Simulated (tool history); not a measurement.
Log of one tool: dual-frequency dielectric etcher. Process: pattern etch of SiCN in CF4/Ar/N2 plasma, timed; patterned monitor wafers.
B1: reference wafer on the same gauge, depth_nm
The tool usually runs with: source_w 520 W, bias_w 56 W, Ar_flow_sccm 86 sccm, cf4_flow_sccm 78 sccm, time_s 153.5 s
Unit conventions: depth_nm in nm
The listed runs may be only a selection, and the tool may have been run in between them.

{"run": 1, "day": 0.0, "source_w": 520, "bias_w": 56, "Ar_flow_sccm": 86, "cf4_flow_sccm": 78, "time_s": 153.5, "B1": 171.8, "depth_nm": 140.7}
{"day": 2.379, "done": "upper electrode replaced"}
{"run": 2, "day": 4.029, "source_w": 400, "bias_w": 56, "Ar_flow_sccm": 86, "cf4_flow_sccm": 78, "time_s": 153.5, "B1": 171.8, "depth_nm": 106.4}
{"run": 3, "day": 6.467, "source_w": 520, "bias_w": 49, "Ar_flow_sccm": 101, "cf4_flow_sccm": 78, "time_s": 153.5, "B1": 172.2, "depth_nm": 133.2}
{"run": 4, "day": 15.0, "source_w": 420, "bias_w": 56, "Ar_flow_sccm": 86, "cf4_flow_sccm": 78, "time_s": 153.5, "B1": 172.1, "depth_nm": 112.4}
{"run": 5, "day": 16.842, "source_w": 520, "bias_w": 48, "Ar_flow_sccm": 86, "cf4_flow_sccm": 78, "time_s": 172, "B1": 171.9, "depth_nm": 153.4}
{"day": 21.0, "done": "wet clean of the chamber"}
{"run": 6, "day": 21.021, "source_w": 520, "bias_w": 45, "Ar_flow_sccm": 86, "cf4_flow_sccm": 78, "time_s": 153.5, "B1": 171.6, "depth_nm": 133.1}
{"run": 7, "day": 22.179, "source_w": 600, "bias_w": 69, "Ar_flow_sccm": 79, "cf4_flow_sccm": 78, "time_s": 153.5, "B1": 171.7, "depth_nm": 172.5}
{"run": 8, "day": 25.7, "source_w": 650, "bias_w": 56, "Ar_flow_sccm": 86, "cf4_flow_sccm": 90, "time_s": 153.5, "B1": 172, "depth_nm": 179.1}
{"run": 9, "day": 29.825, "source_w": 430, "bias_w": 65, "Ar_flow_sccm": 77, "cf4_flow_sccm": 78, "time_s": 153.5, "B1": 172, "depth_nm": 119.3}
{"run": 10, "day": 34.996, "source_w": 600, "bias_w": 56, "Ar_flow_sccm": 86, "cf4_flow_sccm": 70, "time_s": 153.5, "B1": 172.1, "depth_nm": 160.5}
{"run": 11, "day": 36.721, "source_w": 520, "bias_w": 45, "Ar_flow_sccm": 96, "cf4_flow_sccm": 78, "time_s": 120, "B1": 172.4, "depth_nm": 103.3}
{"run": 12, "day": 38.604, "source_w": 520, "bias_w": 56, "Ar_flow_sccm": 72, "cf4_flow_sccm": 78, "time_s": 141, "B1": 172, "depth_nm": 132.5}
{"run": 13, "day": 41.192, "source_w": 600, "bias_w": 69, "Ar_flow_sccm": 79, "cf4_flow_sccm": 78, "time_s": 153.5, "B1": 172.5, "depth_nm": 175.4}
{"run": 14, "day": 44.517, "source_w": 600, "bias_w": 56, "Ar_flow_sccm": 86, "cf4_flow_sccm": 70, "time_s": 153.5, "B1": 172, "depth_nm": 161.2}
{"day": 49.25, "done": "wet clean of the chamber"}
{"run": 15, "day": 49.271, "source_w": 560, "bias_w": 56, "Ar_flow_sccm": 86, "cf4_flow_sccm": 78, "time_s": 153.5, "B1": 171.9, "depth_nm": 148.9}
{"run": 16, "day": 53.075, "source_w": 520, "bias_w": 46, "Ar_flow_sccm": 86, "cf4_flow_sccm": 78, "time_s": 153.5, "B1": 172, "depth_nm": 133.3}
{"run": 17, "day": 55.783, "source_w": 430, "bias_w": 42, "Ar_flow_sccm": 86, "cf4_flow_sccm": 86, "time_s": 112.5, "B1": 172.1, "depth_nm": 78}
{"day": 59.642, "done": "gauge calibrated"}
{"run": 18, "day": 62.708, "source_w": 520, "bias_w": 56, "Ar_flow_sccm": 86, "cf4_flow_sccm": 78, "time_s": 153.5, "B1": 171.7, "depth_nm": 139.5}
{"run": 19, "day": 66.092, "source_w": 520, "bias_w": 69, "Ar_flow_sccm": 96, "cf4_flow_sccm": 78, "time_s": 153.5, "B1": 172, "depth_nm": 145.1}
{"run": 20, "day": 69.267, "source_w": 520, "bias_w": 56, "Ar_flow_sccm": 86, "cf4_flow_sccm": 68, "time_s": 153.5, "B1": 172.1, "depth_nm": 136.1}

What if the next run were any one of these 5? Each begins from the tool's condition after run 20:
{"run": "A", "day": 69.288, "source_w": 520, "bias_w": 56, "Ar_flow_sccm": 86, "cf4_flow_sccm": 78, "time_s": 153.5, "B1": "?", "depth_nm": "?"}
{"run": "B", "day": 69.288, "source_w": 520, "bias_w": 56, "Ar_flow_sccm": 96, "cf4_flow_sccm": 78, "time_s": 153.5, "B1": "?", "depth_nm": "?"}
{"run": "C", "day": 69.288, "source_w": 450, "bias_w": 56, "Ar_flow_sccm": 72, "cf4_flow_sccm": 69, "time_s": 114, "B1": "?", "depth_nm": "?"}
{"run": "D", "day": 69.288, "source_w": 450, "bias_w": 65, "Ar_flow_sccm": 86, "cf4_flow_sccm": 78, "time_s": 153.5, "B1": "?", "depth_nm": "?"}
{"run": "E", "day": 69.288, "source_w": 590, "bias_w": 56, "Ar_flow_sccm": 86, "cf4_flow_sccm": 63, "time_s": 183.5, "B1": "?", "depth_nm": "?"}

run=A B1=172.5 depth_nm=140.2
run=B B1=172.5 depth_nm=138.1
run=C B1=172.5 depth_nm=89.3
run=D B1=172.5 depth_nm=124.6
run=E B1=172.5 depth_nm=184.6
With the hidden condition removed and each run's random variation left untouched, the same runs would have given:
run=A depth_nm=144
run=B depth_nm=141.8
run=C depth_nm=91.7
run=D depth_nm=127.9
run=E depth_nm=189.6
